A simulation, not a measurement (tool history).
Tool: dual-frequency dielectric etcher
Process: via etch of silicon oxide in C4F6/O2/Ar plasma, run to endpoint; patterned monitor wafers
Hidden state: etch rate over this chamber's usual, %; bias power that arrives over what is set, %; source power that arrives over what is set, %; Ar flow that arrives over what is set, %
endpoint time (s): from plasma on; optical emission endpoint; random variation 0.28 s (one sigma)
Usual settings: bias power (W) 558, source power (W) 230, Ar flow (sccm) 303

run   hour  bias power (W)  source power (W)  Ar flow (sccm)  wafers since the last listed run  hours since the last wet clean  hours since the last bias power generator calibration  hours since the last source power generator calibration  hours since the last Ar flow controller change  hours since the last upper electrode change  incoming incoming film thickness, nm  endpoint time (s)
  1    0.0             558               230             303                                 0                           181.3                                                 2998.6                                                   4610.6                                          5449.9                                       4927.9                                 155.9               39.2
  2   19.2             558               230             303                               195                           200.5                                                 3017.8                                                   4629.8                                          5469.1                                       4947.1                                 155.7               38.6
  3   42.1             558               280             303                               233                           223.4                                                 3040.7                                                   4652.7                                          5492.0                                       4970.0                                 155.0               35.7
  4   55.5             558               280             303                               136                           236.8                                                 3054.1                                                   4666.1                                          5505.4                                       4983.4                                 154.8               36.3
  5   77.3             558               230             303                               222                           258.6                                                 3075.9                                                   4687.9                                          5527.2                                       5005.2                                 156.3               38.5
  6  111.2             558               230             303                               345                           292.5                                                 3109.8                                                   4721.8                                          5561.1                                       5039.1                                 154.1               38.2
  7  145.7             558               230             303                               351                           327.0                                                 3144.3                                                   4756.3                                          5595.6                                       5073.6                                 156.4               38.7
     172.0  -- bias power generator calibrated
  8  172.5             558               230             303                               232                           353.8                                                    0.5                                                   4783.1                                          5622.4                                       5100.4                                 154.8               38.4
  9  204.9             652               230             303                               330                           386.2                                                   32.9                                                   4815.5                                          5654.8                                       5132.8                                 156.4               35.7
 10  217.8             558               230             303                               131                           399.1                                                   45.8                                                   4828.4                                          5667.7                                       5145.7                                 157.3               38.5
     240.5  -- Ar flow controller replaced
     261.3  -- source power generator calibrated
 11  292.7             558               230             303                               661                           474.0                                                  120.7                                                     31.4                                            52.2                                       5220.6                                 155.9               38.2
     341.8  -- wet clean of the chamber
     362.6  -- upper electrode replaced
 12  363.1             558               230             303                               261                            21.3                                                  191.1                                                    101.8                                           122.6                                          0.5                                 155.9               39.5
 13  381.3             484               230             303                               185                            39.5                                                  209.3                                                    120.0                                           140.8                                         18.7                                 154.8               41.7
 14  399.1             507               200             269                               181                            57.3                                                  227.1                                                    137.8                                           158.6                                         36.5                                 155.7               42.3
 15  416.5             558               180             276                               177                            74.7                                                  244.5                                                    155.2                                           176.0                                         53.9                                 155.2               42.3
 16  435.3             493               170             247                               191                            93.5                                                  263.3                                                    174.0                                           194.8                                         72.7                                 157.0               45.3
 17  454.2             558               170             303                               192                           112.4                                                  282.2                                                    192.9                                           213.7                                         91.6                                 154.7               42.9
 18  485.2             558               230             237                               315                           143.4                                                  313.2                                                    223.9                                           244.7                                        122.6                                 154.8               37.7
 19  517.4             558               190             258                               328                           175.6                                                  345.4                                                    256.1                                           276.9                                        154.8                                 156.5               40.5
 20  543.4             558               200             348                               264                           201.6                                                  371.4                                                    282.1                                           302.9                                        180.8                                 156.5               41.6
 21  608.5             649               230             281                               663                           266.7                                                  436.5                                                    347.2                                           368.0                                        245.9                                 155.8               35.8
 22  637.2             558               210             359                               292                           295.4                                                  465.2                                                    375.9                                           396.7                                        274.6                                 156.0               40.6
 23  671.5             509               230             303                               349                           329.7                                                  499.5                                                    410.2                                           431.0                                        308.9                                 155.2               39.7
 24  704.7             694               260             303                               338                           362.9                                                  532.7                                                    443.4                                           464.2                                        342.1                                 155.4               32.8
 25  732.3             558               230             303                               281                           390.5                                                  560.3                                                    471.0                                           491.8                                        369.7                                 155.9               38.0
 26  751.9             628               210             232                               199                           410.1                                                  579.9                                                    490.6                                           511.4                                        389.3                                 156.1               35.7
     777.9  -- wet clean of the chamber
 27  778.4             558               230             303                                25                             0.5                                                  606.4                                                    517.1                                           537.9                                        415.8                                 156.4               39.6
 28  802.7             628               210             232                               247                            24.8                                                  630.7                                                    541.4                                           562.2                                        440.1                                 155.8               37.1
 29  872.5             558               200             303                               711                            94.6                                                  700.5                                                    611.2                                           632.0                                        509.9                                 155.9               40.9
 30  893.1             558               230             303                               209                           115.2                                                  721.1                                                    631.8                                           652.6                                        530.5                                 155.9               39.0

Forecast each of these 3 alternatives for the next run:
  A  893.5             558               230             303                                 4                           115.6                                                  721.5                                                    632.2                                           653.0                                        530.9                                 157.1                  ?
  B  893.5             558               280             247                                 4                           115.6                                                  721.5                                                    632.2                                           653.0                                        530.9                                 157.1                  ?
  C  893.5             688               290             259                                 4                           115.6                                                  721.5                                                    632.2                                           653.0                                        530.9                                 157.1                  ?

run  endpoint time (s)
  A               39.3
  B               35.7
  C               32.0
Without the tool's hidden state the same runs would have given:
run  endpoint time (s)
  A               39.7
  B               36.1
  C               32.4
